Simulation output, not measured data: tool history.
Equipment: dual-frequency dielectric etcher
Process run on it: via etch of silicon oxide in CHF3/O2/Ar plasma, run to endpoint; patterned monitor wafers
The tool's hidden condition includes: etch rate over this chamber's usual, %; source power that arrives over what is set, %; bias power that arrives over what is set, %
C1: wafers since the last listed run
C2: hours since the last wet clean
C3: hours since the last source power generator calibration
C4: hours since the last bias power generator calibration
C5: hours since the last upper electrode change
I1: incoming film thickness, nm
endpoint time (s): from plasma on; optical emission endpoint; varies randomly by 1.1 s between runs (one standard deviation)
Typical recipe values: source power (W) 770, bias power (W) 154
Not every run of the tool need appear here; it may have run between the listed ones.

run 1 hour=0.0 | source_power_(W)=770 bias_power_(W)=166 | C1=0 C2=41.6 C3=4861.2 C4=3622.5 C5=1492.6 | I1=806.2 | endpoint_time_(s)=347.1
run 2 hour=29.8 | source_power_(W)=670 bias_power_(W)=154 | C1=90 C2=71.4 C3=4891.0 C4=3652.3 C5=1522.4 | I1=787.9 | endpoint_time_(s)=384.0
run 3 hour=56.7 | source_power_(W)=770 bias_power_(W)=154 | C1=81 C2=98.3 C3=4917.9 C4=3679.2 C5=1549.3 | I1=803.2 | endpoint_time_(s)=357.5
run 4 hour=82.6 | source_power_(W)=770 bias_power_(W)=154 | C1=78 C2=124.2 C3=4943.8 C4=3705.1 C5=1575.2 | I1=793.7 | endpoint_time_(s)=353.7
run 5 hour=96.4 | source_power_(W)=770 bias_power_(W)=154 | C1=41 C2=138.0 C3=4957.6 C4=3718.9 C5=1589.0 | I1=795.2 | endpoint_time_(s)=356.2
run 6 hour=119.0 | source_power_(W)=770 bias_power_(W)=154 | C1=68 C2=160.6 C3=4980.2 C4=3741.5 C5=1611.6 | I1=800.5 | endpoint_time_(s)=355.8
run 7 hour=136.0 | source_power_(W)=770 bias_power_(W)=154 | C1=51 C2=177.6 C3=4997.2 C4=3758.5 C5=1628.6 | I1=799.9 | endpoint_time_(s)=355.9
run 8 hour=158.7 | source_power_(W)=770 bias_power_(W)=154 | C1=68 C2=200.3 C3=5019.9 C4=3781.2 C5=1651.3 | I1=801.2 | endpoint_time_(s)=356.5
run 9 hour=186.3 | source_power_(W)=770 bias_power_(W)=154 | C1=83 C2=227.9 C3=5047.5 C4=3808.8 C5=1678.9 | I1=799.7 | endpoint_time_(s)=353.6
run 10 hour=216.5 | source_power_(W)=770 bias_power_(W)=154 | C1=91 C2=258.1 C3=5077.7 C4=3839.0 C5=1709.1 | I1=804.6 | endpoint_time_(s)=356.6
run 11 hour=265.7 | source_power_(W)=770 bias_power_(W)=154 | C1=149 C2=307.3 C3=5126.9 C4=3888.2 C5=1758.3 | I1=801.3 | endpoint_time_(s)=354.0
run 12 hour=301.2 | source_power_(W)=770 bias_power_(W)=167 | C1=107 C2=342.8 C3=5162.4 C4=3923.7 C5=1793.8 | I1=801.4 | endpoint_time_(s)=338.7
run 13 hour=337.0 | source_power_(W)=770 bias_power_(W)=167 | C1=108 C2=378.6 C3=5198.2 C4=3959.5 C5=1829.6 | I1=799.8 | endpoint_time_(s)=340.7
run 14 hour=367.6 | source_power_(W)=770 bias_power_(W)=167 | C1=92 C2=409.2 C3=5228.8 C4=3990.1 C5=1860.2 | I1=799.9 | endpoint_time_(s)=339.3
run 15 hour=387.7 | source_power_(W)=670 bias_power_(W)=168 | C1=60 C2=429.3 C3=5248.9 C4=4010.2 C5=1880.3 | I1=797.7 | endpoint_time_(s)=367.8
run 16 hour=409.0 | source_power_(W)=770 bias_power_(W)=176 | C1=64 C2=450.6 C3=5270.2 C4=4031.5 C5=1901.6 | I1=797.1 | endpoint_time_(s)=330.6
run 17 hour=424.7 | source_power_(W)=770 bias_power_(W)=154 | C1=47 C2=466.3 C3=5285.9 C4=4047.2 C5=1917.3 | I1=802.9 | endpoint_time_(s)=353.7

Run 18 is up next; what results do you expect?
run 18 hour=438.1 | source_power_(W)=770 bias_power_(W)=154 | C1=40 C2=479.7 C3=5299.3 C4=4060.6 C5=1930.7 | I1=797.5 | endpoint_time_(s)=?

Run 18 yielded endpoint time (s) 350.9.
With the hidden condition absent and the run-to-run variation left alone, this run would have shown endpoint time (s) 356.9.
